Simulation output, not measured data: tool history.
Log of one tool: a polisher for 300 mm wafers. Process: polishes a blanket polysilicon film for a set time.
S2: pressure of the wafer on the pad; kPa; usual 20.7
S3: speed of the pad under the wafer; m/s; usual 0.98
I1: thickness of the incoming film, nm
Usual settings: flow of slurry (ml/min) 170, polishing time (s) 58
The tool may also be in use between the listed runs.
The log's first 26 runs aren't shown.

{"day": 100.079, "done": "worn pad replaced by a new one"}
{"day": 100.417, "done": "head pressure recalibrated"}
{"run": 27, "day": 100.671, "flow of slurry (ml/min)": 120, "S2": 20.7, "S3": 0.98, "polishing time (s)": 58, "I1": 1407.7, "film removed (Å)": 4701}
{"day": 101.621, "done": "slurry nozzle cleaned"}
{"run": 28, "day": 102.638, "flow of slurry (ml/min)": 215, "S2": 24.8, "S3": 1.16, "polishing time (s)": 50, "I1": 1401.7, "film removed (Å)": 6078}
{"run": 29, "day": 105.325, "flow of slurry (ml/min)": 215, "S2": 20.7, "S3": 0.98, "polishing time (s)": 58, "I1": 1427.9, "film removed (Å)": 5263}
{"run": 30, "day": 109.212, "flow of slurry (ml/min)": 170, "S2": 20.7, "S3": 0.98, "polishing time (s)": 58, "I1": 1412.4, "film removed (Å)": 5066}
{"run": 31, "day": 112.271, "flow of slurry (ml/min)": 170, "S2": 20.7, "S3": 0.98, "polishing time (s)": 58, "I1": 1426.8, "film removed (Å)": 5091}
{"run": 32, "day": 114.5, "flow of slurry (ml/min)": 110, "S2": 26.2, "S3": 0.86, "polishing time (s)": 43, "I1": 1418.5, "film removed (Å)": 3809}
{"run": 33, "day": 118.992, "flow of slurry (ml/min)": 215, "S2": 20.7, "S3": 0.98, "polishing time (s)": 50, "I1": 1430.2, "film removed (Å)": 4369}
{"run": 34, "day": 122.088, "flow of slurry (ml/min)": 170, "S2": 20.7, "S3": 0.98, "polishing time (s)": 58, "I1": 1421.1, "film removed (Å)": 4920}
{"run": 35, "day": 125.358, "flow of slurry (ml/min)": 170, "S2": 20.7, "S3": 0.98, "polishing time (s)": 48, "I1": 1410.9, "film removed (Å)": 4057}
{"day": 126.438, "done": "head pressure recalibrated"}
{"day": 128.267, "done": "slurry nozzle cleaned"}
{"run": 36, "day": 128.429, "flow of slurry (ml/min)": 170, "S2": 20.7, "S3": 0.98, "polishing time (s)": 58, "I1": 1427.3, "film removed (Å)": 4960}

Forecast each of these 4 alternatives for the next run:
{"run": "A", "day": 128.446, "flow of slurry (ml/min)": 170, "S2": 22.8, "S3": 0.98, "polishing time (s)": 58, "I1": 1434.6, "film removed (Å)": "?"}
{"run": "B", "day": 128.446, "flow of slurry (ml/min)": 130, "S2": 17.2, "S3": 1.18, "polishing time (s)": 44, "I1": 1434.6, "film removed (Å)": "?"}
{"run": "C", "day": 128.446, "flow of slurry (ml/min)": 150, "S2": 17.2, "S3": 1.1, "polishing time (s)": 75, "I1": 1434.6, "film removed (Å)": "?"}
{"run": "D", "day": 128.446, "flow of slurry (ml/min)": 170, "S2": 20.7, "S3": 0.9, "polishing time (s)": 69, "I1": 1434.6, "film removed (Å)": "?"}

run=A film_removed_(Å)=5293
run=B film_removed_(Å)=3720
run=C film_removed_(Å)=6040
run=D film_removed_(Å)=5387
Without the tool's hidden state the same runs would have given:
run=A film_removed_(Å)=5486
run=B film_removed_(Å)=3856
run=C film_removed_(Å)=6260
run=D film_removed_(Å)=5583

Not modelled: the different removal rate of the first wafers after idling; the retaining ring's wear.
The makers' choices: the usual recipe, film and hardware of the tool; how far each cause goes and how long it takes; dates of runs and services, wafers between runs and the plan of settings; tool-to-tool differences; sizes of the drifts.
